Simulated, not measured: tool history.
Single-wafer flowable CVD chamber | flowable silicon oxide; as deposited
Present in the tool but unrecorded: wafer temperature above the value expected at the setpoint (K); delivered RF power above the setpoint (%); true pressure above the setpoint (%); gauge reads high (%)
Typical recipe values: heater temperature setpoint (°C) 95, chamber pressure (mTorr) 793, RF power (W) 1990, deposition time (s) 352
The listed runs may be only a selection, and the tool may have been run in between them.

run	hour	heater temperature setpoint (°C)	chamber pressure (mTorr)	RF power (W)	deposition time (s)	wafers since the last listed run	hours since the last thermocouple change	hours since the last RF generator calibration	hours since the last manometer calibration	hours since the showerhead was replaced	hours since the gauge calibration	read-back reference wafer on the same gauge, thickness_nm	mean film thickness on the monitor wafer (nm)
1	0	95	793	1775	352	0	2969.3	1556.9	1512	3278.5	515.4	251.087	257.968
2	49.6	95	793	2095	352	254	3018.9	1606.5	1561.6	3328.1	565	251.055	278.251
3	105.8	95	793	1990	352	288	3075.1	1662.7	1617.8	3384.3	621.2	251.048	274.034
4	146.7	95	793	1990	352	209	3116	1703.6	1658.7	3425.2	662.1	251.295	278.754
# hour 179.7: showerhead replaced
5	203.8	100	793	1990	352	251	3173.1	1760.7	1715.8	24.1	719.2	250.906	236.807
# hour 237.8: thermocouple changed; heater temperature recalibrated
6	243.2	100	793	1990	352	160	5.4	1800.1	1755.2	63.5	758.6	251.235	216.829
7	270	100	793	1990	352	137	32.2	1826.9	1782	90.3	785.4	250.807	216.488
8	341	95	722	2080	352	363	103.2	1897.9	1853	161.3	856.4	250.7	235.232
9	379.4	95	722	2080	352	196	141.6	1936.3	1891.4	199.7	894.8	250.41	237.186
10	416.8	84	793	1990	402	191	179	1973.7	1928.8	237.1	932.2	251.25	402.392
# hour 466.3: capacitance manometer re-zeroed and calibrated
11	466.8	84	793	2215	291	215	229	2023.7	0.5	287.1	982.2	250.819	285.117
# hour 496.5: gauge calibrated
12	549.1	95	875	2340	414	421	311.3	2106	82.8	369.4	52.6	251.323	332.076
13	579	95	793	1990	352	153	341.2	2135.9	112.7	399.3	82.5	251.18	244.498
14	604.9	95	793	1990	352	132	367.1	2161.8	138.6	425.2	108.4	250.985	244.881
15	669.4	86	624	1750	352	330	431.6	2226.3	203.1	489.7	172.9	251.343	237.214
16	707.6	95	793	1620	352	195	469.8	2264.5	241.3	527.9	211.1	251.015	218.071
# hour 721: RF generator calibrated
17	844.9	95	793	1990	352	662	607.1	123.9	378.6	665.2	348.4	250.764	246.546
18	916.5	84	793	2185	352	367	678.7	195.5	450.2	736.8	420	251.14	351.751
19	954.9	95	793	1625	352	196	717.1	233.9	488.6	775.2	458.4	250.462	222.953
20	993	95	681	1990	352	195	755.2	272	526.7	813.3	496.5	250.943	212.753
21	1060.5	85	643	1990	352	346	822.7	339.5	594.2	880.8	564	251.061	269.903
22	1095	95	793	1990	352	176	857.2	374	628.7	915.3	598.5	251.393	248.581
23	1119.4	95	793	1990	372	125	881.6	398.4	653.1	939.7	622.9	251.487	262.881
24	1174.8	106	687	2385	333	283	937	453.8	708.5	995.1	678.3	251.628	152.251
25	1203.6	95	793	1990	331	147	965.8	482.6	737.3	1023.9	707.1	251.397	235.225
26	1257.9	80	793	1990	352	278	1020.1	536.9	791.6	1078.2	761.4	250.904	386.221
27	1284.3	95	613	2350	327	135	1046.5	563.3	818	1104.6	787.8	250.954	189.195

Consider 5 possible next runs. They are alternatives, not a sequence: every one starts from the tool as it was left by run 27. What does each give?
A	1284.8	95	793	1990	352	2	1047	563.8	818.5	1105.1	788.3	?	?
B	1284.8	95	793	1990	332	2	1047	563.8	818.5	1105.1	788.3	?	?
C	1284.8	103	793	1990	352	2	1047	563.8	818.5	1105.1	788.3	?	?
D	1284.8	95	931	1615	308	2	1047	563.8	818.5	1105.1	788.3	?	?
E	1284.8	104	640	2115	352	2	1047	563.8	818.5	1105.1	788.3	?	?

run	read-back reference wafer on the same gauge, thickness_nm	mean film thickness on the monitor wafer (nm)
A	250.973	253.367
B	250.973	238.972
C	250.973	198.046
D	250.973	232.338
E	250.973	157.924
With no hidden state in the tool, these same runs would have given:
run	mean film thickness on the monitor wafer (nm)
A	245.754
B	231.791
C	191.995
D	225.394
E	153.108
